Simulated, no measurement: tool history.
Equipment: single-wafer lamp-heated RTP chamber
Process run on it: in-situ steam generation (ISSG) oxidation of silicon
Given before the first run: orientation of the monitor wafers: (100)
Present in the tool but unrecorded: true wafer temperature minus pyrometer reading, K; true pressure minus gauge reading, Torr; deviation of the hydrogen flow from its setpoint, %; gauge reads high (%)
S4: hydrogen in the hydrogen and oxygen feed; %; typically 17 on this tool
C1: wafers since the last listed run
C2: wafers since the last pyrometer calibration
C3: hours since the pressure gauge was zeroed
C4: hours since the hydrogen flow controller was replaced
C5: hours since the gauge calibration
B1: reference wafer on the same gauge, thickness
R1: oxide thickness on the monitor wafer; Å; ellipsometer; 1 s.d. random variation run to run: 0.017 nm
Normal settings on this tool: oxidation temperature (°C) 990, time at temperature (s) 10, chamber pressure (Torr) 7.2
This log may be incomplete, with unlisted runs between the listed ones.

{"run": 1, "hour": 0.0, "oxidation temperature (°C)": 990, "time at temperature (s)": 10, "chamber pressure (Torr)": 7.2, "S4": 17, "C1": 0, "C2": 903, "C3": 1441.1, "C4": 4967.9, "C5": 31.4, "B1": 3.591, "R1": 37.48}
{"run": 2, "hour": 11.5, "oxidation temperature (°C)": 990, "time at temperature (s)": 13, "chamber pressure (Torr)": 7.2, "S4": 17, "C1": 126, "C2": 1030, "C3": 1452.6, "C4": 4979.4, "C5": 42.9, "B1": 3.586, "R1": 41.33}
{"run": 3, "hour": 19.5, "oxidation temperature (°C)": 990, "time at temperature (s)": 13, "chamber pressure (Torr)": 7.2, "S4": 17, "C1": 88, "C2": 1118, "C3": 1460.6, "C4": 4987.4, "C5": 50.9, "B1": 3.591, "R1": 41.56}
{"run": 4, "hour": 34.8, "oxidation temperature (°C)": 990, "time at temperature (s)": 10, "chamber pressure (Torr)": 7.2, "S4": 17, "C1": 168, "C2": 1287, "C3": 1475.9, "C4": 5002.7, "C5": 66.2, "B1": 3.586, "R1": 37.14}
{"run": 5, "hour": 45.4, "oxidation temperature (°C)": 990, "time at temperature (s)": 10, "chamber pressure (Torr)": 7.2, "S4": 17, "C1": 116, "C2": 1404, "C3": 1486.5, "C4": 5013.3, "C5": 76.8, "B1": 3.589, "R1": 37.39}
{"run": 6, "hour": 82.1, "oxidation temperature (°C)": 990, "time at temperature (s)": 11, "chamber pressure (Torr)": 7.2, "S4": 23, "C1": 404, "C2": 1808, "C3": 1523.2, "C4": 5050.0, "C5": 113.5, "B1": 3.591, "R1": 42.1}
{"run": 7, "hour": 92.7, "oxidation temperature (°C)": 990, "time at temperature (s)": 11, "chamber pressure (Torr)": 7.2, "S4": 23, "C1": 116, "C2": 1925, "C3": 1533.8, "C4": 5060.6, "C5": 124.1, "B1": 3.589, "R1": 42.09}
{"run": 8, "hour": 105.2, "oxidation temperature (°C)": 990, "time at temperature (s)": 11, "chamber pressure (Torr)": 7.2, "S4": 23, "C1": 137, "C2": 2062, "C3": 1546.3, "C4": 5073.1, "C5": 136.6, "B1": 3.588, "R1": 41.9}
{"hour": 124.8, "done": "hydrogen flow controller replaced"}
{"run": 9, "hour": 125.3, "oxidation temperature (°C)": 990, "time at temperature (s)": 10, "chamber pressure (Torr)": 7.2, "S4": 17, "C1": 133, "C2": 2196, "C3": 1566.4, "C4": 0.5, "C5": 156.7, "B1": 3.595, "R1": 37.3}
{"run": 10, "hour": 129.5, "oxidation temperature (°C)": 990, "time at temperature (s)": 10, "chamber pressure (Torr)": 7.2, "S4": 17, "C1": 46, "C2": 2242, "C3": 1570.6, "C4": 4.7, "C5": 160.9, "B1": 3.595, "R1": 37.55}
{"run": 11, "hour": 146.5, "oxidation temperature (°C)": 990, "time at temperature (s)": 10, "chamber pressure (Torr)": 7.2, "S4": 17, "C1": 187, "C2": 2429, "C3": 1587.6, "C4": 21.7, "C5": 177.9, "B1": 3.591, "R1": 37.85}
{"hour": 154.4, "done": "gauge calibrated"}
{"run": 12, "hour": 159.1, "oxidation temperature (°C)": 990, "time at temperature (s)": 10, "chamber pressure (Torr)": 7.2, "S4": 17, "C1": 138, "C2": 2568, "C3": 1600.2, "C4": 34.3, "C5": 4.7, "B1": 3.588, "R1": 37.54}
{"hour": 174.0, "done": "pressure gauge zeroed"}
{"run": 13, "hour": 175.4, "oxidation temperature (°C)": 990, "time at temperature (s)": 10, "chamber pressure (Torr)": 7.2, "S4": 17, "C1": 91, "C2": 2660, "C3": 1.4, "C4": 50.6, "C5": 21.0, "B1": 3.593, "R1": 37.8}
{"run": 14, "hour": 197.1, "oxidation temperature (°C)": 990, "time at temperature (s)": 11, "chamber pressure (Torr)": 8.2, "S4": 21, "C1": 239, "C2": 2899, "C3": 23.1, "C4": 72.3, "C5": 42.7, "B1": 3.586, "R1": 41.53}
{"run": 15, "hour": 204.1, "oxidation temperature (°C)": 990, "time at temperature (s)": 13, "chamber pressure (Torr)": 6.9, "S4": 14, "C1": 77, "C2": 2976, "C3": 30.1, "C4": 79.3, "C5": 49.7, "B1": 3.59, "R1": 40.63}
{"hour": 221.8, "done": "pyrometer window cleaned and pyrometer calibrated"}
{"run": 16, "hour": 222.3, "oxidation temperature (°C)": 990, "time at temperature (s)": 11, "chamber pressure (Torr)": 6.9, "S4": 17, "C1": 112, "C2": 5, "C3": 48.3, "C4": 97.5, "C5": 67.9, "B1": 3.59, "R1": 38.11}
{"run": 17, "hour": 233.8, "oxidation temperature (°C)": 990, "time at temperature (s)": 10, "chamber pressure (Torr)": 7.2, "S4": 17, "C1": 126, "C2": 132, "C3": 59.8, "C4": 109.0, "C5": 79.4, "B1": 3.589, "R1": 36.63}
{"run": 18, "hour": 248.4, "oxidation temperature (°C)": 971, "time at temperature (s)": 10, "chamber pressure (Torr)": 8.0, "S4": 17, "C1": 160, "C2": 293, "C3": 74.4, "C4": 123.6, "C5": 94.0, "B1": 3.589, "R1": 34.86}
{"run": 19, "hour": 259.7, "oxidation temperature (°C)": 1000, "time at temperature (s)": 13, "chamber pressure (Torr)": 8.1, "S4": 11, "C1": 124, "C2": 417, "C3": 85.7, "C4": 134.9, "C5": 105.3, "B1": 3.595, "R1": 38.72}

What does the tool deliver on the next run?
{"run": 20, "hour": 265.9, "oxidation temperature (°C)": 990, "time at temperature (s)": 10, "chamber pressure (Torr)": 7.2, "S4": 20, "C1": 68, "C2": 485, "C3": 91.9, "C4": 141.1, "C5": 111.5, "B1": "?", "R1": "?"}

B1: 3.591
R1: 38.10 Å
The same run, on a tool lacking any hidden state, would have yielded R1 38.08 Å.
